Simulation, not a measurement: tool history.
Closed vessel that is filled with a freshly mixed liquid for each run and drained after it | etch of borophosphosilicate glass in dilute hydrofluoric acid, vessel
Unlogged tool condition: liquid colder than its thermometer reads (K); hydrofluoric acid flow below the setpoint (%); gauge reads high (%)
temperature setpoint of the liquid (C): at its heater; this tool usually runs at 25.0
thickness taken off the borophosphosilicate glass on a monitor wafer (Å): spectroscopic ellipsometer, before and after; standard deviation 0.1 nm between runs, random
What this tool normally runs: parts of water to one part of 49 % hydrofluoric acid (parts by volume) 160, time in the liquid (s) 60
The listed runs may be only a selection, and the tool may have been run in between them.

run	hour	temperature setpoint of the liquid (C)	parts of water to one part of 49 % hydrofluoric acid (parts by volume)	time in the liquid (s)	wafers since the last listed run	hours since the thermometer was replaced	hours since the hydrofluoric acid flow meter was replaced	hours since the gauge calibration	read-back film thickness of the borophosphosilicate glass reference wafer, read on the same gauge (nm)	thickness taken off the borophosphosilicate glass on a monitor wafer (Å)
1	0.0	25.0	135	60	0	1425.5	1912.2	103.6	69.98	233.9
2	6.9	25.0	135	60	952	1432.4	1919.1	110.5	70.02	231.2
3	16.9	26.0	160	60	1380	1442.4	1929.1	120.5	70.01	197.6
4	24.9	26.0	160	60	1104	1450.4	1937.1	128.5	69.98	198.5
5	78.9	27.0	160	60	7456	1504.4	1991.1	182.5	70.02	204.9
6	93.1	25.0	220	60	1960	1518.6	2005.3	196.7	70.03	128.9
# hour 98.9: hydrofluoric acid flow meter replaced
7	101.5	25.0	220	60	1021	1527.0	2.6	205.1	70.03	128.3
8	115.3	25.0	220	60	1905	1540.8	16.4	218.9	70.01	129.9
9	130.0	25.0	175	60	2029	1555.5	31.1	233.6	69.99	170.0
10	146.9	25.0	175	60	2333	1572.4	48.0	250.5	70.03	170.3
# hour 151.6: gauge calibrated
11	153.4	25.0	160	60	897	1578.9	54.5	1.8	70.03	189.3
12	161.7	25.0	160	60	1146	1587.2	62.8	10.1	70.00	190.1
13	171.5	25.0	160	60	1353	1597.0	72.6	19.9	69.98	187.3
14	177.9	20.5	110	60	883	1603.4	79.0	26.3	70.03	239.2
15	186.1	20.5	105	60	1132	1611.6	87.2	34.5	69.97	254.6
16	195.7	25.0	135	60	1325	1621.2	96.8	44.1	70.04	228.8
# hour 199.0: thermometer replaced
17	208.9	29.5	160	30	1684	9.9	110.0	57.3	69.98	120.0
18	216.5	25.0	160	40	1049	17.5	117.6	64.9	69.99	135.3
19	223.4	26.0	160	60	952	24.4	124.5	71.8	69.99	211.1
20	232.5	22.0	160	30	1256	33.5	133.6	80.9	69.95	90.4
21	239.3	25.0	160	60	938	40.3	140.4	87.7	70.02	203.7
22	253.1	22.0	115	80	1905	54.1	154.2	101.5	70.02	354.4
23	264.0	23.0	160	75	1505	65.0	165.1	112.4	69.98	235.2
24	280.3	25.0	160	60	2250	81.3	181.4	128.7	69.96	203.2

Forecast run 25:
25	297.9	25.0	160	60	2430	98.9	199.0	146.3	?	?

Run 25 came out at read-back film thickness of the borophosphosilicate glass reference wafer, read on the same gauge (nm) 70.00, thickness taken off the borophosphosilicate glass on a monitor wafer (Å) 203.5.
Had the tool carried no hidden state, the very same run would have given thickness taken off the borophosphosilicate glass on a monitor wafer (Å) 207.4.

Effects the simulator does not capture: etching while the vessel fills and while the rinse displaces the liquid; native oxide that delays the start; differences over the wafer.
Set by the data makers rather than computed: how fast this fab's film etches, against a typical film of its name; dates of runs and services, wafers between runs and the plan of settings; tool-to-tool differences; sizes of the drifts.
